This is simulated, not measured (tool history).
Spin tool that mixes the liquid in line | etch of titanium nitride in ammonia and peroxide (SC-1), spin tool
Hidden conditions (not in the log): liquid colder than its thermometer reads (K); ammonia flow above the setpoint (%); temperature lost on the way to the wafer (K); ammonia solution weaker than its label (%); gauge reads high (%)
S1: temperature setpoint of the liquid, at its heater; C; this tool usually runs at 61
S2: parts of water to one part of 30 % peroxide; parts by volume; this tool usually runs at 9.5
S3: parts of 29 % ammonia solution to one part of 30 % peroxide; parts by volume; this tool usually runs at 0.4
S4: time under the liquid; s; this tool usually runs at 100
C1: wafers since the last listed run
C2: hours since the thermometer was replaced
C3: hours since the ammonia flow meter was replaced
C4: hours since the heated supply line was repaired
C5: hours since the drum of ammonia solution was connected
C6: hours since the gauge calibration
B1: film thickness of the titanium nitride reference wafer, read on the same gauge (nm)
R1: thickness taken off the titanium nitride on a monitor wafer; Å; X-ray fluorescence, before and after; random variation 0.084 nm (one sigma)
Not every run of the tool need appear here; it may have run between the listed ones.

run 1 hour=0 | S1=61 S2=9.5 S3=0.4 S4=100 | C1=0 C2=1741.1 C3=131.8 C4=430.5 C5=249.5 C6=556.8 | B1=140.01 | R1=126.6
run 2 hour=65.6 | S1=61 S2=9.5 S3=0.4 S4=100 | C1=549 C2=1806.7 C3=197.4 C4=496.1 C5=315.1 C6=622.4 | B1=140.01 | R1=125
run 3 hour=121.3 | S1=61 S2=9.5 S3=0.4 S4=100 | C1=466 C2=1862.4 C3=253.1 C4=551.8 C5=370.8 C6=678.1 | B1=140 | R1=126.5
run 4 hour=168.1 | S1=61 S2=9.5 S3=0.4 S4=100 | C1=392 C2=1909.2 C3=299.9 C4=598.6 C5=417.6 C6=724.9 | B1=139.98 | R1=127
run 5 hour=210 | S1=61 S2=9.5 S3=0.4 S4=100 | C1=351 C2=1951.1 C3=341.8 C4=640.5 C5=459.5 C6=766.8 | B1=140 | R1=126.5
run 6 hour=240.2 | S1=61 S2=9.5 S3=0.4 S4=100 | C1=253 C2=1981.3 C3=372 C4=670.7 C5=489.7 C6=797 | B1=139.99 | R1=125.8
-- hour=262.6 gauge calibrated
run 7 hour=277.3 | S1=61 S2=9.5 S3=0.4 S4=100 | C1=310 C2=2018.4 C3=409.1 C4=707.8 C5=526.8 C6=14.7 | B1=139.99 | R1=125.5
run 8 hour=302.7 | S1=61 S2=5.5 S3=0.4 S4=100 | C1=212 C2=2043.8 C3=434.5 C4=733.2 C5=552.2 C6=40.1 | B1=140.02 | R1=164.2
-- hour=350.6 ammonia flow meter replaced
run 9 hour=357.8 | S1=61 S2=5.5 S3=0.4 S4=100 | C1=453 C2=2098.9 C3=7.2 C4=788.3 C5=607.3 C6=95.2 | B1=140.01 | R1=164.2

For run 10, what comes out?
run 10 hour=398.1 | S1=61 S2=9.5 S3=0.4 S4=100 | C1=337 C2=2139.2 C3=47.5 C4=828.6 C5=647.6 C6=135.5 | B1=? | R1=?

B1: 139.99
R1: 124.9 Å
On a tool with no hidden condition, and with the same random variation, this run would have come out at R1 139 Å.

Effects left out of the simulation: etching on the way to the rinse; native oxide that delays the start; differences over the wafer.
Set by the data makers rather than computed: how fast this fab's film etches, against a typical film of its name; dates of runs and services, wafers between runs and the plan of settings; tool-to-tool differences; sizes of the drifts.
